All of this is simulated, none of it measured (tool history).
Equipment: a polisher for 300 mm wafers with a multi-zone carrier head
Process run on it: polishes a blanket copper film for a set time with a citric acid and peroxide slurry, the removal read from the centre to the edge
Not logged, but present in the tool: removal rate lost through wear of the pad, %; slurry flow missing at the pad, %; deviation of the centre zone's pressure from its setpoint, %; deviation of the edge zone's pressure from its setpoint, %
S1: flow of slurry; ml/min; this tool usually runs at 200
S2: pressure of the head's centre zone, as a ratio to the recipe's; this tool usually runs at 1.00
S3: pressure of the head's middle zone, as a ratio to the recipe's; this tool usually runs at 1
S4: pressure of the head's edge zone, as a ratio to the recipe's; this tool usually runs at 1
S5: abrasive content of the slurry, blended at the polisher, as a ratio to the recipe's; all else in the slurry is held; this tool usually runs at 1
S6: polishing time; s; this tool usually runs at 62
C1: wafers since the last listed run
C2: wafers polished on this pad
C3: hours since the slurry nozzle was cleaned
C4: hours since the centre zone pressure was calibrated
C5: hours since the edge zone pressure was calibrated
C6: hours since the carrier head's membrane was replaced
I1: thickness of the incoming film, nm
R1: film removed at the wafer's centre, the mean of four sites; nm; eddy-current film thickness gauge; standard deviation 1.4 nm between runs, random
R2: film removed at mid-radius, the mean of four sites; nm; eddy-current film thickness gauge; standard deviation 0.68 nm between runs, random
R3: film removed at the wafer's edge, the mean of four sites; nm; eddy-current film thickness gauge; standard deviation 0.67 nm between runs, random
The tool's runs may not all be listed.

run   hour   S1    S2  S3  S4  S5  S6    C1    C2     C3     C4      C5     C6     I1     R1     R2     R3
  1    0.0  200  1.00   1   1   1  62     0   874  152.9  405.4  1094.5  518.2  598.9  100.5   97.4   98.9
  2   59.1  200  1.00   1   1   1  62  1016  1891  212.0  464.5  1153.6  577.3  599.3   98.1   94.4   93.8
  3   92.5  200  1.00   1   1   1  62   574  2465  245.4  497.9  1187.0  610.7  605.3   95.9   89.7   90.0
     108.5  -- worn pad replaced by a new one
  4  118.1  200  1.00   1   1   1  62   371   165  271.0  523.5  1212.6  636.3  613.6  105.5   98.2  100.8
  5  153.6  200  1.00   1   1   1  62   610   775  306.5  559.0  1248.1  671.8  587.6  104.6   99.0   98.0
  6  213.3  200  1.00   1   1   1  62  1026  1802  366.2  618.7  1307.8  731.5  606.1  103.2   94.3   93.6
     229.9  -- slurry nozzle cleaned
     234.2  -- worn pad replaced by a new one
  7  261.7  200  1.00   1   1   1  62   746   472   31.8  667.1  1356.2  779.9  605.9  109.1   98.7   99.6
  8  294.1  155  1.00   1   1   1  76   557  1029   64.2  699.5  1388.6  812.3  598.3  124.5  115.3  117.0

Run 9 has not been measured yet. What should we expect?
     342.9  -- centre zone pressure recalibrated
  9  355.7  200  0.95   1   1   1  77  1024  2054  125.8  12.8  1450.2  873.9  601.4   ?   ?   ?

R1: 114.9 nm
R2: 114.8 nm
R3: 115.7 nm
If the tool had no hidden condition, the same run with the same run-to-run variation would have returned R1 121.8 nm, R2 123.1 nm, R3 124.1 nm.
